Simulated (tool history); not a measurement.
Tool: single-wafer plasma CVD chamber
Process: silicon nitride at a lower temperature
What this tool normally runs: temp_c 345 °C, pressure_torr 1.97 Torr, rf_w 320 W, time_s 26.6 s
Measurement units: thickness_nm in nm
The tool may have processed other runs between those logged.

run	hour	temp_c	pressure_torr	rf_w	time_s	read-back reference wafer on the same gauge, thickness_nm	thickness_nm
1	0.0	352	2.28	320	26.6	40.879	35.323
2	57.7	352	2.28	320	26.6	40.864	35.137
3	121.3	345	1.97	320	30.0	40.897	38.247
4	219.6	345	1.97	285	26.6	40.903	29.964
5	289.8	345	1.97	285	26.6	40.875	30.059
6	370.4	345	1.97	320	26.6	40.932	34.085
# hour 459.0: thermocouple changed; heater temperature recalibrated
7	461.5	345	1.97	320	26.6	40.881	33.865
# hour 487.2: capacitance manometer re-zeroed and calibrated
8	513.7	345	1.97	320	26.6	40.884	33.743
# hour 521.6: gauge calibrated
9	599.6	345	1.97	320	26.6	40.898	33.806
10	672.9	345	1.97	320	26.6	40.880	33.836
11	725.6	345	1.97	320	26.6	40.900	33.693
12	818.2	345	1.97	340	26.6	40.875	35.751
13	865.2	345	1.97	340	26.6	40.918	35.666
14	966.0	345	1.97	255	26.6	40.873	26.249
15	1021.9	349	1.57	275	26.6	40.881	26.920
16	1079.5	360	1.74	320	24.5	40.909	29.765
17	1120.0	345	1.58	320	26.6	40.905	31.627
18	1161.5	345	1.97	320	26.6	40.912	33.559
19	1263.2	345	1.97	320	26.6	40.924	33.754
20	1331.7	345	1.97	320	26.6	40.906	33.926
# hour 1368.2: showerhead replaced
21	1389.7	345	1.97	320	29.0	40.863	36.754
# hour 1436.3: RF generator calibrated
22	1490.0	338	1.64	320	30.2	40.919	37.428
23	1531.7	345	1.97	320	26.6	40.926	34.699
24	1620.3	334	1.55	320	23.5	40.884	28.530
25	1672.8	338	2.21	320	26.6	40.880	35.761
26	1773.4	345	1.97	285	22.7	40.934	26.081
27	1863.2	345	2.45	385	26.6	40.890	42.966
28	1941.9	340	1.97	320	22.7	40.862	29.191

Alternative continuations, all from the tool just after run 28; predict every row:
A	1942.3	345	1.97	320	26.6	?	?
B	1942.3	349	1.68	270	21.4	?	?
C	1942.3	345	1.97	320	24.5	?	?
D	1942.3	332	1.97	320	26.6	?	?

run	read-back reference wafer on the same gauge, thickness_nm	thickness_nm
A	40.937	34.146
B	40.937	21.953
C	40.937	31.457
D	40.937	34.289
Stripped of hidden state, with their random variation kept, the same runs would have yielded:
run	thickness_nm
A	34.634
B	22.287
C	31.906
D	34.779
